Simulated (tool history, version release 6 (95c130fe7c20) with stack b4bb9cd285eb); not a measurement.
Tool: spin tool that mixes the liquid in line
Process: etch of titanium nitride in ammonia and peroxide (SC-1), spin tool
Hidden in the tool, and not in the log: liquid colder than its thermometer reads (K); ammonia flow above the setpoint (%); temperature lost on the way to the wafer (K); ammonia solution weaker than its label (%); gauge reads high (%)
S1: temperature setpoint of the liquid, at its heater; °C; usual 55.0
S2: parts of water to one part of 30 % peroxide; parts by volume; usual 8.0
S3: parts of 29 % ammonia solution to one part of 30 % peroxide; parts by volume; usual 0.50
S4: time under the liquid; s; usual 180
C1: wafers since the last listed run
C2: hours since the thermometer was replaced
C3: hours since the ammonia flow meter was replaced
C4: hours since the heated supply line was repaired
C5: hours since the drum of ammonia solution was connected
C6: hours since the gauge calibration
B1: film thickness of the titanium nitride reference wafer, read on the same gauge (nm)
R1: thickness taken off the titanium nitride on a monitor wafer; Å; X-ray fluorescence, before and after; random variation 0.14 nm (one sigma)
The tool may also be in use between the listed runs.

run   hour    S1    S2    S3   S4   C1     C2      C3      C4     C5     C6      B1     R1
  1    0.0  55.0   8.0  0.50  180    0  223.4  1101.7   955.3  613.8  146.7  130.01  144.6
  2   53.9  55.0   8.0  0.50  180  258  277.3  1155.6  1009.2  667.7  200.6  129.98  143.8
  3  121.0  55.0   8.0  0.50  180  321  344.4  1222.7  1076.3  734.8  267.7  129.98  143.7
  4  145.7  55.0   8.0  0.65  180  118  369.1  1247.4  1101.0  759.5  292.4  129.99  148.2
  5  214.9  55.0   8.0  0.65  180  331  438.3  1316.6  1170.2  828.7  361.6  129.99  149.7
  6  244.6  55.0   8.0  0.65  180  142  468.0  1346.3  1199.9  858.4  391.3  129.99  148.1
     278.3  -- new drum of ammonia solution connected
  7  297.2  55.0   8.0  0.50  180  247  520.6  1398.9  1252.5   18.9  443.9  129.98  139.4
  8  330.6  55.0   8.0  0.50  180  160  554.0  1432.3  1285.9   52.3  477.3  130.02  140.6
  9  360.3  55.0   8.0  0.50  180  142  583.7  1462.0  1315.6   82.0  507.0  130.02  137.3
     371.1  -- thermometer replaced
 10  390.4  64.0   5.5  0.75  180  139   19.3  1492.1  1345.7  112.1  537.1  129.99  343.6
 11  428.3  64.5   9.0  0.30  180  181   57.2  1530.0  1383.6  150.0  575.0  129.99  241.3
     442.0  -- heated supply line repaired
 12  481.3  55.0   8.0  0.50  180  249  110.2  1583.0    39.3  203.0  628.0  129.99  150.3
 13  533.3  55.0   8.0  0.50  180  249  162.2  1635.0    91.3  255.0  680.0  129.98  148.7
 14  604.9  55.0   8.0  0.50  180  343  233.8  1706.6   162.9  326.6  751.6  129.98  149.8
     654.1  -- ammonia flow meter replaced
     654.9  -- gauge calibrated
 15  658.7  58.5   9.5  0.75   85  253  287.6     4.6   216.7  380.4    3.8  130.01   84.0
 16  720.8  55.0   8.0  0.50  245  297  349.7    66.7   278.8  442.5   65.9  130.01  198.3
 17  777.6  55.0   8.0  0.50  140  272  406.5   123.5   335.6  499.3  122.7  129.98  110.8
 18  835.9  51.5  11.0  0.70  120  279  464.8   181.8   393.9  557.6  181.0  130.00   66.4

Forecast each of these 4 alternatives for the next run:
  A  836.4  55.0  8.0  0.50  180   2  465.3  182.3  394.4  558.1  181.5   ?   ?
  B  836.4  55.0  6.0  0.30  180   2  465.3  182.3  394.4  558.1  181.5   ?   ?
  C  836.4  62.0  8.0  0.50  180   2  465.3  182.3  394.4  558.1  181.5   ?   ?
  D  836.4  55.0  8.0  0.50  265   2  465.3  182.3  394.4  558.1  181.5   ?   ?

run      B1     R1
  A  129.98  141.5
  B  129.98  149.7
  C  129.98  225.6
  D  129.98  208.4
Without the tool's hidden state the same runs would have given:
run     R1
  A  153.1
  B  161.9
  C  243.3
  D  225.4

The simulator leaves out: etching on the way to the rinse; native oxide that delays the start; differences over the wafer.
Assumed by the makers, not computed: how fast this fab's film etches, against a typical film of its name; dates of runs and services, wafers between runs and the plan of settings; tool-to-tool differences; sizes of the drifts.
